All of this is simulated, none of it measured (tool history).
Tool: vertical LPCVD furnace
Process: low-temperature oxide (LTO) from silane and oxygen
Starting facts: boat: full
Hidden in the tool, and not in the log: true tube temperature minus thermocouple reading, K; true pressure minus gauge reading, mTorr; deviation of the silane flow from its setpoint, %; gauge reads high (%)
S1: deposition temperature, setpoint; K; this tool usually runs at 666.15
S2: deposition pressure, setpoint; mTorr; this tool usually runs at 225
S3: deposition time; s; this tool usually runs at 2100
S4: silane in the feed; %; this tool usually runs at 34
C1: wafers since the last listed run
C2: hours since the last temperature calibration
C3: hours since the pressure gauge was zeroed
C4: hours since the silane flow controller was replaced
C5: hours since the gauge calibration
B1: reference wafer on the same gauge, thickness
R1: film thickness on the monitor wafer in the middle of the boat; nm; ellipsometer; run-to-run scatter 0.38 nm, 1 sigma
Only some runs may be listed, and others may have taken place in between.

Run 1, hour 0.0: usual settings; C1 0; C2 1984.0; C3 4222.1; C4 4872.5; C5 74.7; B1 226.02. Result: R1 261.64 nm.
Run 2, hour 16.4: usual settings; C1 239; C2 2000.4; C3 4238.5; C4 4888.9; C5 91.1; B1 225.94. Result: R1 261.78 nm.
Run 3, hour 49.0: usual settings; C1 476; C2 2033.0; C3 4271.1; C4 4921.5; C5 123.7; B1 225.86. Result: R1 262.03 nm.
Run 4, hour 57.1: usual settings; C1 118; C2 2041.1; C3 4279.2; C4 4929.6; C5 131.8; B1 225.99. Result: R1 262.66 nm.
Run 5, hour 74.3: usual settings; C1 251; C2 2058.3; C3 4296.4; C4 4946.8; C5 149.0; B1 225.93. Result: R1 262.44 nm.
At hour 98.7: pressure gauge zeroed.
Run 6, hour 99.2: usual settings; C1 13; C2 2083.2; C3 0.5; C4 4971.7; C5 173.9; B1 226.05. Result: R1 262.84 nm.
At hour 102.8: gauge calibrated.
Run 7, hour 104.3: usual settings; C1 74; C2 2088.3; C3 5.6; C4 4976.8; C5 1.5; B1 226.12. Result: R1 262.44 nm.
Run 8, hour 117.4: usual settings; C1 191; C2 2101.4; C3 18.7; C4 4989.9; C5 14.6; B1 226.05. Result: R1 262.56 nm.
Run 9, hour 131.6: usual settings but S1 672.15 K, S2 275 mTorr, S3 2550 s, S4 39 %; C1 207; C2 2115.6; C3 32.9; C4 5004.1; C5 28.8; B1 225.96. Result: R1 497.70 nm.
At hour 157.6: thermocouples replaced and temperature profile calibrated.
Run 10, hour 158.1: usual settings; C1 36; C2 0.5; C3 59.4; C4 5030.6; C5 55.3; B1 225.98. Result: R1 253.91 nm.
Run 11, hour 163.1: usual settings but S1 662.15 K, S4 37 %; C1 73; C2 5.5; C3 64.4; C4 5035.6; C5 60.3; B1 225.88. Result: R1 271.22 nm.
At hour 191.3: silane flow controller replaced.
Run 12, hour 191.8: usual settings; C1 68; C2 34.2; C3 93.1; C4 0.5; C5 89.0; B1 225.96. Result: R1 252.73 nm.
Run 13, hour 223.2: usual settings but S1 662.15 K; C1 458; C2 65.6; C3 124.5; C4 31.9; C5 120.4; B1 225.99. Result: R1 240.96 nm.
Run 14, hour 243.2: usual settings but S1 655.15 K, S4 40 %; C1 292; C2 85.6; C3 144.5; C4 51.9; C5 140.4; B1 226.10. Result: R1 275.17 nm.
Run 15, hour 255.5: usual settings; C1 179; C2 97.9; C3 156.8; C4 64.2; C5 152.7; B1 226.03. Result: R1 253.28 nm.
Run 16, hour 275.1: usual settings but S3 1500 s, S4 31 %; C1 286; C2 117.5; C3 176.4; C4 83.8; C5 172.3; B1 225.98. Result: R1 158.66 nm.
Run 17, hour 293.2: usual settings but S1 677.15 K, S2 180 mTorr, S3 1770 s, S4 38 %; C1 264; C2 135.6; C3 194.5; C4 101.9; C5 190.4; B1 225.86. Result: R1 224.18 nm.

Below are 3 alternative next runs, each starting from the tool's condition after run 17. Predict each:
Run A, hour 298.3: usual settings; C1 74; C2 140.7; C3 199.6; C4 107.0; C5 195.5; B1 ?. Result: R1 ?.
Run B, hour 298.3: usual settings but S2 255 mTorr; C1 74; C2 140.7; C3 199.6; C4 107.0; C5 195.5; B1 ?. Result: R1 ?.
Run C, hour 298.3: usual settings but S2 190 mTorr; C1 74; C2 140.7; C3 199.6; C4 107.0; C5 195.5; B1 ?. Result: R1 ?.

run      B1      R1
  A  225.98  254.01
  B  225.98  287.87
  C  225.98  214.49
Take away the tool's hidden state, keep each run's random variation, and the runs would have read:
run      R1
  A  253.38
  B  287.17
  C  213.97
